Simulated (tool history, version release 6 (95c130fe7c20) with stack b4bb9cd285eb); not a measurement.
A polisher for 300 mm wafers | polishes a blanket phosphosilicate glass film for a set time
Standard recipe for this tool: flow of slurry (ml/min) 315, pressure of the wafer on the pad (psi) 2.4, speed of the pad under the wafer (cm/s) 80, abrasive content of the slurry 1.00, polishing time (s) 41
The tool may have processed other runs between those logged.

| run | day | flow of slurry (ml/min) | pressure of the wafer on the pad (psi) | speed of the pad under the wafer (cm/s) | abrasive content of the slurry | polishing time (s) | incoming thickness of the incoming film, nm | film removed (angstrom) |
|---|---|---|---|---|---|---|---|---|
| 1 | 0.000 | 315 | 2.4 | 80 | 1.00 | 41 | 2633.8 | 1724 |
|  | 0.692 | conditioning disc replaced and pad reconditioned |
| 2 | 2.317 | 315 | 1.8 | 80 | 1.00 | 41 | 2651.8 | 1317 |
|  | 2.612 | worn pad replaced by a new one |
| 3 | 3.329 | 315 | 1.8 | 80 | 1.00 | 41 | 2613.1 | 1300 |
| 4 | 4.896 | 315 | 2.1 | 80 | 1.15 | 41 | 2630.9 | 1617 |
| 5 | 7.138 | 230 | 2.4 | 80 | 0.85 | 41 | 2700.7 | 1563 |
| 6 | 9.042 | 315 | 2.4 | 80 | 1.00 | 41 | 2633.6 | 1745 |
| 7 | 10.883 | 315 | 2.2 | 80 | 1.10 | 31 | 2672.2 | 1289 |
| 8 | 12.975 | 315 | 2.4 | 108 | 1.25 | 41 | 2676.4 | 2315 |
| 9 | 15.604 | 405 | 2.4 | 80 | 0.80 | 41 | 2651.2 | 1627 |
|  | 16.762 | slurry blender recalibrated |
| 10 | 17.112 | 280 | 2.6 | 80 | 1.15 | 53 | 2654.9 | 2525 |
| 11 | 19.912 | 405 | 2.4 | 80 | 1.00 | 31 | 2620.8 | 1354 |
|  | 22.350 | conditioning disc replaced and pad reconditioned |
| 12 | 22.812 | 375 | 2.4 | 102 | 1.00 | 41 | 2618.7 | 2054 |
|  | 23.546 | worn pad replaced by a new one |
| 13 | 25.800 | 380 | 2.4 | 80 | 1.00 | 52 | 2662.1 | 2286 |
|  | 26.062 | slurry nozzle cleaned |
| 14 | 28.612 | 315 | 2.4 | 80 | 1.00 | 41 | 2675.2 | 1892 |
| 15 | 30.596 | 360 | 3.1 | 80 | 1.00 | 41 | 2662.2 | 2441 |
| 16 | 33.450 | 315 | 2.4 | 80 | 1.00 | 34 | 2656.6 | 1560 |

What does the tool deliver on the next run?
| 17 | 35.725 | 315 | 2.1 | 80 | 1.00 | 33 | 2666.6 | ? |

{"run 17": {"film removed (angstrom)": 1308}}
If the tool had no hidden condition, the same run with the same run-to-run variation would have returned film removed (angstrom) 1305.

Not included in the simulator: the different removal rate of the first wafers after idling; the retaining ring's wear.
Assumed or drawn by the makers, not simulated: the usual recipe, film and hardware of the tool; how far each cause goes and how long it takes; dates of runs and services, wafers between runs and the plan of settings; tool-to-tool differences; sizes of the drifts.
